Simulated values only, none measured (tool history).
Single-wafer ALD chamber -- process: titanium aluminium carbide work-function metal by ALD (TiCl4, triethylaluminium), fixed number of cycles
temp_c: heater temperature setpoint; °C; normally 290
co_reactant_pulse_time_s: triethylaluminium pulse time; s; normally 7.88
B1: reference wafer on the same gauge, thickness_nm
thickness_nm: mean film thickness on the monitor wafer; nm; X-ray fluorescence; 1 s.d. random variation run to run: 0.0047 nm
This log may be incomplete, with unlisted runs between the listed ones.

{"run": 1, "hour": 0.0, "temp_c": 286, "co_reactant_pulse_time_s": 7.88, "B1": 2.13, "thickness_nm": 1.835}
{"run": 2, "hour": 60.9, "temp_c": 290, "co_reactant_pulse_time_s": 7.88, "B1": 2.131, "thickness_nm": 1.866}
{"run": 3, "hour": 152.7, "temp_c": 290, "co_reactant_pulse_time_s": 7.88, "B1": 2.13, "thickness_nm": 1.865}
{"run": 4, "hour": 198.6, "temp_c": 290, "co_reactant_pulse_time_s": 7.88, "B1": 2.13, "thickness_nm": 1.864}
{"run": 5, "hour": 244.3, "temp_c": 290, "co_reactant_pulse_time_s": 7.88, "B1": 2.132, "thickness_nm": 1.864}
{"run": 6, "hour": 334.6, "temp_c": 290, "co_reactant_pulse_time_s": 5.97, "B1": 2.13, "thickness_nm": 1.687}
{"run": 7, "hour": 413.5, "temp_c": 290, "co_reactant_pulse_time_s": 5.97, "B1": 2.13, "thickness_nm": 1.679}
{"run": 8, "hour": 499.6, "temp_c": 290, "co_reactant_pulse_time_s": 5.97, "B1": 2.13, "thickness_nm": 1.686}
{"hour": 528.7, "done": "showerhead replaced"}
{"run": 9, "hour": 542.7, "temp_c": 290, "co_reactant_pulse_time_s": 7.88, "B1": 2.131, "thickness_nm": 1.852}
{"run": 10, "hour": 632.3, "temp_c": 290, "co_reactant_pulse_time_s": 7.88, "B1": 2.129, "thickness_nm": 1.851}
{"hour": 716.0, "done": "gauge calibrated"}
{"run": 11, "hour": 717.4, "temp_c": 290, "co_reactant_pulse_time_s": 7.88, "B1": 2.13, "thickness_nm": 1.845}
{"hour": 766.8, "done": "thermocouple changed; heater temperature recalibrated"}
{"run": 12, "hour": 781.3, "temp_c": 290, "co_reactant_pulse_time_s": 7.88, "B1": 2.13, "thickness_nm": 1.898}
{"run": 13, "hour": 846.2, "temp_c": 299, "co_reactant_pulse_time_s": 5.68, "B1": 2.13, "thickness_nm": 1.729}
{"run": 14, "hour": 892.6, "temp_c": 280, "co_reactant_pulse_time_s": 4.86, "B1": 2.13, "thickness_nm": 1.459}
{"run": 15, "hour": 996.7, "temp_c": 290, "co_reactant_pulse_time_s": 7.88, "B1": 2.131, "thickness_nm": 1.894}
{"run": 16, "hour": 1101.4, "temp_c": 285, "co_reactant_pulse_time_s": 10.78, "B1": 2.13, "thickness_nm": 1.951}
{"run": 17, "hour": 1161.9, "temp_c": 303, "co_reactant_pulse_time_s": 9.64, "B1": 2.13, "thickness_nm": 2.055}
{"run": 18, "hour": 1268.6, "temp_c": 290, "co_reactant_pulse_time_s": 7.88, "B1": 2.13, "thickness_nm": 1.892}
{"run": 19, "hour": 1374.3, "temp_c": 290, "co_reactant_pulse_time_s": 6.84, "B1": 2.131, "thickness_nm": 1.811}
{"hour": 1408.7, "done": "triethylaluminium bottle replaced"}
{"run": 20, "hour": 1481.8, "temp_c": 300, "co_reactant_pulse_time_s": 10.98, "B1": 2.131, "thickness_nm": 2.064}
{"run": 21, "hour": 1552.5, "temp_c": 290, "co_reactant_pulse_time_s": 7.88, "B1": 2.13, "thickness_nm": 1.886}
{"run": 22, "hour": 1611.9, "temp_c": 276, "co_reactant_pulse_time_s": 7.04, "B1": 2.129, "thickness_nm": 1.729}
{"run": 23, "hour": 1660.4, "temp_c": 284, "co_reactant_pulse_time_s": 4.92, "B1": 2.13, "thickness_nm": 1.495}
{"run": 24, "hour": 1766.7, "temp_c": 284, "co_reactant_pulse_time_s": 5.04, "B1": 2.129, "thickness_nm": 1.521}
{"run": 25, "hour": 1808.9, "temp_c": 290, "co_reactant_pulse_time_s": 6.34, "B1": 2.13, "thickness_nm": 1.752}
{"run": 26, "hour": 1909.2, "temp_c": 290, "co_reactant_pulse_time_s": 7.88, "B1": 2.13, "thickness_nm": 1.89}
{"run": 27, "hour": 2006.7, "temp_c": 303, "co_reactant_pulse_time_s": 9.07, "B1": 2.13, "thickness_nm": 2.04}
{"run": 28, "hour": 2059.5, "temp_c": 284, "co_reactant_pulse_time_s": 4.92, "B1": 2.13, "thickness_nm": 1.489}
{"run": 29, "hour": 2143.0, "temp_c": 300, "co_reactant_pulse_time_s": 9.37, "B1": 2.13, "thickness_nm": 2.019}
{"run": 30, "hour": 2185.6, "temp_c": 297, "co_reactant_pulse_time_s": 9.75, "B1": 2.132, "thickness_nm": 2.007}
{"run": 31, "hour": 2232.4, "temp_c": 290, "co_reactant_pulse_time_s": 7.88, "B1": 2.13, "thickness_nm": 1.876}
{"run": 32, "hour": 2272.2, "temp_c": 275, "co_reactant_pulse_time_s": 6.29, "B1": 2.13, "thickness_nm": 1.64}
{"run": 33, "hour": 2352.6, "temp_c": 285, "co_reactant_pulse_time_s": 10.88, "B1": 2.13, "thickness_nm": 1.926}
{"run": 34, "hour": 2452.3, "temp_c": 297, "co_reactant_pulse_time_s": 7.88, "B1": 2.13, "thickness_nm": 1.925}

The tool's hidden state at each run:
triethylaluminium dose above that of a fresh bottle (%): 0, the same for each run
gauge reads high (%): 0, the same for each run
H1: wafer temperature above the value expected at the setpoint (K)
run=1 H1=-3.57
run=2 H1=-3.76
run=3 H1=-4.07
run=4 H1=-4.22
run=5 H1=-4.38
run=6 H1=-4.71
run=7 H1=-5
run=8 H1=-5.33
run=9 H1=-5.5
run=10 H1=-5.86
run=11 H1=-6.22
run=12 H1=-0.358
run=13 H1=-0.363
run=14 H1=-0.37
run=15 H1=-0.4
run=16 H1=-0.446
run=17 H1=-0.481
run=18 H1=-0.557
run=19 H1=-0.649
run=20 H1=-0.761
run=21 H1=-0.845
run=22 H1=-0.922
run=23 H1=-0.988
run=24 H1=-1.15
run=25 H1=-1.21
run=26 H1=-1.39
run=27 H1=-1.57
run=28 H1=-1.68
run=29 H1=-1.85
run=30 H1=-1.95
run=31 H1=-2.05
run=32 H1=-2.15
run=33 H1=-2.34
run=34 H1=-2.6
